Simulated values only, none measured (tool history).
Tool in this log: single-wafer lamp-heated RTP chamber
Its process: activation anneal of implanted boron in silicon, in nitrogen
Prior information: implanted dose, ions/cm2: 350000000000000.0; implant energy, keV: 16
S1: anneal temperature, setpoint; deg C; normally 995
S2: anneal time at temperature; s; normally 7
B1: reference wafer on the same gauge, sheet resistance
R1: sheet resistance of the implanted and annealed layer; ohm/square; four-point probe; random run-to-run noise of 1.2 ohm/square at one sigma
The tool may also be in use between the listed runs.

{"run": 1, "hour": 0.0, "S1": 974, "S2": 10, "B1": 311.22, "R1": 343.14}
{"run": 2, "hour": 83.1, "S1": 974, "S2": 10, "B1": 311.35, "R1": 340.27}
{"hour": 149.1, "done": "reflector plate cleaned"}
{"run": 3, "hour": 149.6, "S1": 987, "S2": 10, "B1": 311.39, "R1": 331.89}
{"run": 4, "hour": 251.2, "S1": 995, "S2": 7, "B1": 310.99, "R1": 331.68}
{"run": 5, "hour": 321.2, "S1": 995, "S2": 7, "B1": 311.11, "R1": 329.05}
{"hour": 412.9, "done": "gauge calibrated"}
{"hour": 418.3, "done": "pyrometer window cleaned and pyrometer calibrated"}
{"run": 6, "hour": 424.6, "S1": 995, "S2": 7, "B1": 311.01, "R1": 335.35}
{"run": 7, "hour": 461.1, "S1": 995, "S2": 7, "B1": 311.28, "R1": 333.09}
{"run": 8, "hour": 550.9, "S1": 995, "S2": 7, "B1": 310.87, "R1": 331.95}
{"run": 9, "hour": 616.6, "S1": 995, "S2": 7, "B1": 311.15, "R1": 333.22}
{"run": 10, "hour": 695.7, "S1": 974, "S2": 7, "B1": 311.52, "R1": 345.27}
{"run": 11, "hour": 749.4, "S1": 995, "S2": 7, "B1": 311.17, "R1": 329.71}
{"run": 12, "hour": 794.6, "S1": 995, "S2": 7, "B1": 311.48, "R1": 332.68}
{"hour": 839.8, "done": "reflector plate cleaned"}
{"run": 13, "hour": 880.2, "S1": 995, "S2": 7, "B1": 310.59, "R1": 328.98}
{"run": 14, "hour": 942.0, "S1": 1023, "S2": 11, "B1": 311.05, "R1": 324.39}
{"run": 15, "hour": 1043.8, "S1": 1017, "S2": 5, "B1": 311.37, "R1": 327.66}
{"hour": 1080.0, "done": "pyrometer window cleaned and pyrometer calibrated"}
{"run": 16, "hour": 1163.2, "S1": 995, "S2": 7, "B1": 310.4, "R1": 331.52}
{"run": 17, "hour": 1221.2, "S1": 995, "S2": 4, "B1": 310.98, "R1": 337.19}
{"run": 18, "hour": 1294.7, "S1": 982, "S2": 11, "B1": 310.59, "R1": 336.44}
{"run": 19, "hour": 1346.4, "S1": 995, "S2": 7, "B1": 310.82, "R1": 332}
{"run": 20, "hour": 1451.8, "S1": 1013, "S2": 7, "B1": 311.04, "R1": 327.13}
{"run": 21, "hour": 1492.5, "S1": 979, "S2": 7, "B1": 311, "R1": 340.67}
{"hour": 1510.5, "done": "reflector plate cleaned"}
{"run": 22, "hour": 1558.8, "S1": 975, "S2": 11, "B1": 311.08, "R1": 340.13}
{"run": 23, "hour": 1613.4, "S1": 1010, "S2": 7, "B1": 310.7, "R1": 327.75}
{"hour": 1658.4, "done": "pyrometer window cleaned and pyrometer calibrated"}
{"run": 24, "hour": 1692.1, "S1": 995, "S2": 7, "B1": 310.66, "R1": 336.56}
{"run": 25, "hour": 1749.8, "S1": 995, "S2": 7, "B1": 310.78, "R1": 334.13}
{"run": 26, "hour": 1856.2, "S1": 974, "S2": 8, "B1": 311.18, "R1": 346.37}
{"run": 27, "hour": 1911.1, "S1": 1010, "S2": 9, "B1": 311.36, "R1": 327.85}
{"run": 28, "hour": 1947.6, "S1": 995, "S2": 7, "B1": 311, "R1": 331.31}
{"run": 29, "hour": 2016.5, "S1": 980, "S2": 5, "B1": 311.15, "R1": 341.89}

What does the tool deliver on the next run?
{"run": 30, "hour": 2111.3, "S1": 995, "S2": 7, "B1": "?", "R1": "?"}

Logged for run 30: B1 311, R1 331.83 ohm/square.
On a tool with no hidden condition, and with the same random variation, this run would have come out at R1 337.52 ohm/square.
